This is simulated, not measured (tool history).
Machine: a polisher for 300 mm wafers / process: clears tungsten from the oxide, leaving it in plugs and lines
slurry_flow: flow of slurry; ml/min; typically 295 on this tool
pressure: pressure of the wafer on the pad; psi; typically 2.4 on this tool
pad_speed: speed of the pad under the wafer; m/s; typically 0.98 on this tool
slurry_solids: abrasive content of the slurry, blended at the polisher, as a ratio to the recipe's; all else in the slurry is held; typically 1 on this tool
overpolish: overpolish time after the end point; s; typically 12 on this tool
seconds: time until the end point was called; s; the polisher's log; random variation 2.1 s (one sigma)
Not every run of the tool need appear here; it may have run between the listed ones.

run	hour	slurry_flow	pressure	pad_speed	slurry_solids	overpolish	incoming thickness of the incoming film, nm	seconds
1	0	250	2.8	0.98	1	12	411.5	162.7
2	40.6	295	2.4	0.98	1	12	403.4	177.5
# hour 73.3: slurry blender recalibrated
3	253.7	295	2.4	0.98	1	12	406.4	175.5
4	314.8	295	2.4	0.98	1	12	410.6	181.3
# hour 394.9: worn pad replaced by a new one
5	411.9	295	2.4	0.98	1	12	415.4	183.6
# hour 427.1: slurry nozzle cleaned
# hour 448.8: slurry tank refilled with fresh slurry and peroxide
6	516.6	215	2.4	0.98	1	12	415.8	187.5
# hour 589.7: head pressure recalibrated
# hour 602.6: slurry blender recalibrated
7	620.3	215	2.4	0.98	1	12	409.1	176.7
8	699.9	215	2.4	0.98	1	12	419.4	184.6
9	799.8	295	2.4	0.98	1	16	410.8	181.9
10	845.3	295	2.4	0.98	1	12	404.5	174
# hour 851.3: worn pad replaced by a new one
11	895.6	365	3	0.98	1	12	411.4	150.4
# hour 953.4: slurry tank refilled with fresh slurry and peroxide
12	978.7	295	2.4	1.3	1	12	413.8	139.9
13	1039.2	295	2.4	0.98	1	12	410.4	181.6
# hour 1097.9: head pressure recalibrated
# hour 1098.4: slurry blender recalibrated
# hour 1126: slurry nozzle cleaned
14	1141	295	2.4	0.98	0.9	6	415.8	175.7
15	1241	295	2.4	1.18	0.8	8	413.5	153.8
16	1338.5	295	2.4	0.84	1	12	411.3	209
17	1396.8	295	2	1.28	1	12	410.2	160.2
# hour 1414.5: worn pad replaced by a new one
# hour 1431.4: slurry tank refilled with fresh slurry and peroxide
18	1460.7	295	2.4	0.98	1	12	411.2	184.1
19	1532.5	295	2.4	0.98	1	12	415.3	186.5
# hour 1583.5: slurry blender recalibrated
20	1612.9	295	2.4	0.98	1	12	409.8	170.7
21	1664.4	295	2	1.18	0.75	12	405.5	172.5
# hour 1702: head pressure recalibrated
22	1732.5	295	2.4	0.84	1	12	409.7	205.7
23	1878.1	270	2.4	0.88	0.9	12	402.8	207
# hour 1909.6: worn pad replaced by a new one
# hour 1976.8: slurry nozzle cleaned
# hour 1990: slurry tank refilled with fresh slurry and peroxide
24	2002.9	295	2.4	0.98	1	12	418.1	185
# hour 2101.6: slurry blender recalibrated
25	2128.3	295	2.4	0.98	0.9	17	401.8	169.4

Table of differences, measured result less the result of that run with no hidden state. Run-to-run variation is the same in both. Gauge scatter possibly is not:
Hidden state at play: removal rate lost through wear of the pad, %; slurry flow missing at the pad, %; deviation of the head's pressure from its setpoint, %; abrasive missing from the slurry, %; peroxide lost from the slurry, %.
run	seconds
1	+12.5
2	+13.9
3	+8.2
4	+10
5	+11.6
6	+12.9
7	+1.9
8	+6.2
9	+9.5
10	+10.1
11	+9.4
12	+9.6
13	+12.9
14	+3.1
15	+6.3
16	+11.6
17	+9.8
18	+12.1
19	+12.9
20	+2.3
21	+4.8
22	+8.9
23	+12.6
24	+12.8
25	+2.7

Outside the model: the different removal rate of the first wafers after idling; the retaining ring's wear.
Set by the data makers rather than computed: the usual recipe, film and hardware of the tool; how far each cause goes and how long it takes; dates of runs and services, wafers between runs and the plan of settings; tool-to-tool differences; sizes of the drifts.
